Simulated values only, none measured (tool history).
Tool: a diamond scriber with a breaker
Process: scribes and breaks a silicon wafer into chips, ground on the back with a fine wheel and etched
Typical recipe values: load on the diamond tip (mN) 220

run,hour,load on the diamond tip (mN),"incoming depth of the damage left on the back of the incoming wafer, um",depth of the median crack under the scribed line (µm),chips rejected at inspection after the break (%)
1,0,220,0.31,15.35,2.5
2,47.9,220,0.49,14.7,2.61
3,76.9,220,0.77,14.86,2.81
4,159.1,262,0.51,17.24,6.79
5,216.4,262,0.67,17.57,6.03
6,288.2,262,0.4,17.45,5.64
7,353.8,253,0.37,16.28,3.37
# hour 391: diamond tip replaced by a new one
8,424.7,253,0.44,19.15,16.98
9,474.1,253,0.52,18.88,14.59
# hour 512.3: load on the tip recalibrated
10,520.7,236,0.53,15.13,1.96
11,552.4,185,0.31,11.62,30.79
12,611.3,185,0.49,11.67,29.1
13,642,185,0.32,11.51,28.15
14,702.7,182,0.31,11.48,33.66
15,745.7,191,0.4,12.06,20.52
16,799.5,220,0.43,14.21,5.97
17,825.4,201,0.76,12.87,15.02
18,854,220,0.54,13.54,5.78
19,1000.7,270,0.56,17.03,5.68
20,1041,256,0.49,16.6,3
21,1105.4,201,0.58,12.75,15.2
22,1137.4,220,0.6,14.08,4.7
# hour 1164.6: diamond tip replaced by a new one
23,1186.9,158,0.34,11.45,29.21
24,1253.2,196,0.34,14.45,4.43
25,1320,277,0.7,19.12,19.57
26,1383.8,203,0.66,14.22,4.44

The next listed run, before its measurement:
27,1461.8,220,0.49,?,?

Run 27 yielded depth of the median crack under the scribed line (µm) 15.28, chips rejected at inspection after the break (%) 1.95.
Were there no unlogged condition in the tool, this run, its random variation unchanged, would have produced depth of the median crack under the scribed line (µm) 15.66, chips rejected at inspection after the break (%) 1.72.
